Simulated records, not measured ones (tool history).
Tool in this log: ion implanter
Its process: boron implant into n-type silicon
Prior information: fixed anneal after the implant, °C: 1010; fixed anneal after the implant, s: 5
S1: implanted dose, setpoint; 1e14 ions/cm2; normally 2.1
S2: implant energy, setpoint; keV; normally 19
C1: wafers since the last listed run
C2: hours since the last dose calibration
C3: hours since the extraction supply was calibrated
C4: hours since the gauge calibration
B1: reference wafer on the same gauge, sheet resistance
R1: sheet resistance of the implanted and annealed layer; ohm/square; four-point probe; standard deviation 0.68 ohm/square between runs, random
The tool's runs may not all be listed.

{"run": 1, "hour": 0.0, "S1": 2.1, "S2": 19, "C1": 0, "C2": 1253.5, "C3": 5141, "C4": 67.9, "B1": 370.9, "R1": 469.38}
{"run": 2, "hour": 8.6, "S1": 2.1, "S2": 19, "C1": 203, "C2": 1262.1, "C3": 5149.6, "C4": 76.5, "B1": 370.87, "R1": 469.52}
{"run": 3, "hour": 16.5, "S1": 2.1, "S2": 19, "C1": 187, "C2": 1270, "C3": 5157.5, "C4": 84.4, "B1": 371, "R1": 469.05}
{"run": 4, "hour": 24.5, "S1": 2.1, "S2": 19, "C1": 189, "C2": 1278, "C3": 5165.5, "C4": 92.4, "B1": 371.19, "R1": 468.99}
{"run": 5, "hour": 40.4, "S1": 2.1, "S2": 19, "C1": 377, "C2": 1293.9, "C3": 5181.4, "C4": 108.3, "B1": 370.93, "R1": 470.92}
{"run": 6, "hour": 47.0, "S1": 2.3, "S2": 19, "C1": 156, "C2": 1300.5, "C3": 5188, "C4": 114.9, "B1": 371.13, "R1": 436.13}
{"run": 7, "hour": 57.0, "S1": 2.31, "S2": 19, "C1": 237, "C2": 1310.5, "C3": 5198, "C4": 124.9, "B1": 370.77, "R1": 435.42}
{"run": 8, "hour": 73.3, "S1": 2.31, "S2": 19, "C1": 386, "C2": 1326.8, "C3": 5214.3, "C4": 141.2, "B1": 371.05, "R1": 435.59}
{"run": 9, "hour": 87.3, "S1": 2.31, "S2": 19, "C1": 331, "C2": 1340.8, "C3": 5228.3, "C4": 155.2, "B1": 370.76, "R1": 436.53}
{"run": 10, "hour": 105.2, "S1": 2.59, "S2": 19, "C1": 424, "C2": 1358.7, "C3": 5246.2, "C4": 173.1, "B1": 371.09, "R1": 397.07}
{"run": 11, "hour": 117.7, "S1": 2.1, "S2": 19, "C1": 296, "C2": 1371.2, "C3": 5258.7, "C4": 185.6, "B1": 370.88, "R1": 470.41}
{"run": 12, "hour": 129.4, "S1": 2.1, "S2": 19, "C1": 277, "C2": 1382.9, "C3": 5270.4, "C4": 197.3, "B1": 371.02, "R1": 470.09}
{"run": 13, "hour": 142.9, "S1": 2.1, "S2": 19, "C1": 320, "C2": 1396.4, "C3": 5283.9, "C4": 210.8, "B1": 370.88, "R1": 471.35}
{"run": 14, "hour": 150.7, "S1": 2.1, "S2": 19, "C1": 184, "C2": 1404.2, "C3": 5291.7, "C4": 218.6, "B1": 371.21, "R1": 470.58}
{"run": 15, "hour": 162.4, "S1": 2.1, "S2": 15.5, "C1": 277, "C2": 1415.9, "C3": 5303.4, "C4": 230.3, "B1": 370.84, "R1": 483.21}
{"hour": 177.0, "done": "Faraday cup replaced and dose calibrated"}
{"run": 16, "hour": 179.0, "S1": 2.1, "S2": 15.5, "C1": 203, "C2": 2, "C3": 5320, "C4": 246.9, "B1": 371.25, "R1": 464.35}
{"run": 17, "hour": 190.1, "S1": 2.1, "S2": 19, "C1": 263, "C2": 13.1, "C3": 5331.1, "C4": 258, "B1": 371.04, "R1": 452.37}
{"run": 18, "hour": 205.0, "S1": 2.1, "S2": 19, "C1": 353, "C2": 28, "C3": 5346, "C4": 272.9, "B1": 370.85, "R1": 452.56}
{"run": 19, "hour": 213.7, "S1": 2.1, "S2": 14, "C1": 206, "C2": 36.7, "C3": 5354.7, "C4": 281.6, "B1": 370.85, "R1": 471.86}
{"run": 20, "hour": 220.6, "S1": 2.1, "S2": 19, "C1": 163, "C2": 43.6, "C3": 5361.6, "C4": 288.5, "B1": 371.12, "R1": 452.09}
{"run": 21, "hour": 229.9, "S1": 2.26, "S2": 12.5, "C1": 220, "C2": 52.9, "C3": 5370.9, "C4": 297.8, "B1": 371.08, "R1": 450.72}
{"run": 22, "hour": 235.9, "S1": 1.48, "S2": 19, "C1": 142, "C2": 58.9, "C3": 5376.9, "C4": 303.8, "B1": 370.99, "R1": 597.01}
{"run": 23, "hour": 242.6, "S1": 1.92, "S2": 22, "C1": 158, "C2": 65.6, "C3": 5383.6, "C4": 310.5, "B1": 371, "R1": 476.21}
{"hour": 255.2, "done": "gauge calibrated"}
{"run": 24, "hour": 255.2, "S1": 1.69, "S2": 14.5, "C1": 298, "C2": 78.2, "C3": 5396.2, "C4": 0, "B1": 371.07, "R1": 557.55}
{"run": 25, "hour": 261.9, "S1": 2.28, "S2": 19, "C1": 158, "C2": 84.9, "C3": 5402.9, "C4": 6.7, "B1": 370.86, "R1": 425.36}
{"run": 26, "hour": 269.4, "S1": 2.1, "S2": 19, "C1": 177, "C2": 92.4, "C3": 5410.4, "C4": 14.2, "B1": 371.12, "R1": 453.57}
{"hour": 281.1, "done": "extraction supply calibrated"}
{"run": 27, "hour": 281.6, "S1": 2.1, "S2": 19, "C1": 99, "C2": 104.6, "C3": 0.5, "C4": 26.4, "B1": 371.16, "R1": 452.82}
{"run": 28, "hour": 293.4, "S1": 2.1, "S2": 22.5, "C1": 279, "C2": 116.4, "C3": 12.3, "C4": 38.2, "B1": 371.07, "R1": 443.95}
{"run": 29, "hour": 304.8, "S1": 1.5, "S2": 23, "C1": 270, "C2": 127.8, "C3": 23.7, "C4": 49.6, "B1": 370.78, "R1": 575.05}
{"run": 30, "hour": 313.6, "S1": 2.65, "S2": 12.5, "C1": 208, "C2": 136.6, "C3": 32.5, "C4": 58.4, "B1": 370.89, "R1": 395.47}
{"run": 31, "hour": 330.6, "S1": 1.89, "S2": 19, "C1": 403, "C2": 153.6, "C3": 49.5, "C4": 75.4, "B1": 370.82, "R1": 494.91}
{"run": 32, "hour": 343.5, "S1": 2.1, "S2": 13, "C1": 305, "C2": 166.5, "C3": 62.4, "C4": 88.3, "B1": 371.06, "R1": 477.49}
{"run": 33, "hour": 358.9, "S1": 2.1, "S2": 19, "C1": 365, "C2": 181.9, "C3": 77.8, "C4": 103.7, "B1": 371.04, "R1": 455.54}
{"run": 34, "hour": 372.3, "S1": 1.73, "S2": 24, "C1": 317, "C2": 195.3, "C3": 91.2, "C4": 117.1, "B1": 371.05, "R1": 513.95}
{"run": 35, "hour": 382.6, "S1": 2.44, "S2": 22, "C1": 244, "C2": 205.6, "C3": 101.5, "C4": 127.4, "B1": 371.02, "R1": 396.29}
{"run": 36, "hour": 396.2, "S1": 2.1, "S2": 19, "C1": 322, "C2": 219.2, "C3": 115.1, "C4": 141, "B1": 371.04, "R1": 455.06}
{"run": 37, "hour": 435.0, "S1": 2.1, "S2": 19, "C1": 920, "C2": 258, "C3": 153.9, "C4": 179.8, "B1": 371.05, "R1": 455.69}

For some of the steps in R1 from one run to the next: how much would appear even if the tool had no hidden state, given the settings, what came in and random variation, and how much remains for the hidden state plus any gauge scatter that the measured result and the result without hidden state don't share?
The hidden state here: deviation of the true dose from the Faraday cup's reading, %; deviation of the true energy from its setpoint, %; gauge reads high (%).
Run 9 -> 10: S1 2.31 -> 2.59. R1 -39.46 ohm/square: hidden state -1.29, all else -38.17.
Run 10 -> 11: S1 2.59 -> 2.1. R1 +73.34 ohm/square: hidden state +2.95, all else +70.39.
Run 15 -> 16: Faraday cup replaced and dose calibrated. R1 -18.86 ohm/square: hidden state -20.29, all else +1.43.
Run 21 -> 22: S1 2.26 -> 1.48, S2 12.5 -> 19. R1 +146.29 ohm/square: hidden state +0.06, all else +146.23.
Run 24 -> 25: S1 1.69 -> 2.28, S2 14.5 -> 19. R1 -132.19 ohm/square: hidden state +0.02, all else -132.21.
Run 29 -> 30: S1 1.5 -> 2.65, S2 23 -> 12.5. R1 -179.58 ohm/square: hidden state -0.17, all else -179.41.
